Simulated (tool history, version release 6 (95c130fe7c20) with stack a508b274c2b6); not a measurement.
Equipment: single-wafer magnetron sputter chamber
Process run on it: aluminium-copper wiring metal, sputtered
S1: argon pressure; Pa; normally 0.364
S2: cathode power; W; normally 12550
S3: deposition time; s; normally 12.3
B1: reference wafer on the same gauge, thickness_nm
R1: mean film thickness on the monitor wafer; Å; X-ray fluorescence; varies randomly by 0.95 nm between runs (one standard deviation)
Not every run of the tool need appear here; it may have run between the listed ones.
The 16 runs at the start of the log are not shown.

run 17 hour=410.6 | S1=0.364 S2=11850 S3=12.3 | B1=297.821 | R1=2519.24
run 18 hour=427.4 | S1=0.364 S2=15250 S3=12.3 | B1=297.780 | R1=3054.81
run 19 hour=456.4 | S1=0.266 S2=9750 S3=12.3 | B1=298.101 | R1=2246.61
run 20 hour=486.0 | S1=0.364 S2=14650 S3=13.6 | B1=297.817 | R1=3231.94
-- hour=527.3 sputter target and shields replaced
-- hour=575.4 capacitance manometer re-zeroed and calibrated
run 21 hour=575.9 | S1=0.364 S2=12550 S3=12.3 | B1=297.827 | R1=2614.95
run 22 hour=604.4 | S1=0.272 S2=12550 S3=12.3 | B1=297.874 | R1=2716.28
run 23 hour=619.5 | S1=0.497 S2=15550 S3=14.3 | B1=297.966 | R1=3395.54
-- hour=623.3 gauge calibrated
run 24 hour=651.2 | S1=0.325 S2=15050 S3=10.5 | B1=298.097 | R1=2581.87
-- hour=688.4 sputter target and shields replaced
run 25 hour=688.9 | S1=0.300 S2=15150 S3=13.0 | B1=298.036 | R1=3385.54
run 26 hour=713.7 | S1=0.364 S2=12550 S3=12.3 | B1=297.985 | R1=2642.11
run 27 hour=741.7 | S1=0.364 S2=14550 S3=12.3 | B1=297.764 | R1=2939.48
run 28 hour=763.6 | S1=0.468 S2=13700 S3=11.1 | B1=297.956 | R1=2405.46
run 29 hour=788.3 | S1=0.413 S2=10200 S3=12.9 | B1=298.026 | R1=2264.45
run 30 hour=811.3 | S1=0.317 S2=10050 S3=10.0 | B1=298.166 | R1=1801.02
run 31 hour=836.9 | S1=0.364 S2=12550 S3=14.0 | B1=298.176 | R1=2934.27
run 32 hour=849.4 | S1=0.364 S2=12550 S3=12.3 | B1=297.866 | R1=2550.02

For run 33, what comes out?
-- hour=858.2 sputter target and shields replaced
run 33 hour=882.6 | S1=0.508 S2=10700 S3=14.1 | B1=? | R1=?

B1: 297.832
R1: 2515.82 Å
The same run, on a tool lacking any hidden state, would have yielded R1 2591.52 Å.
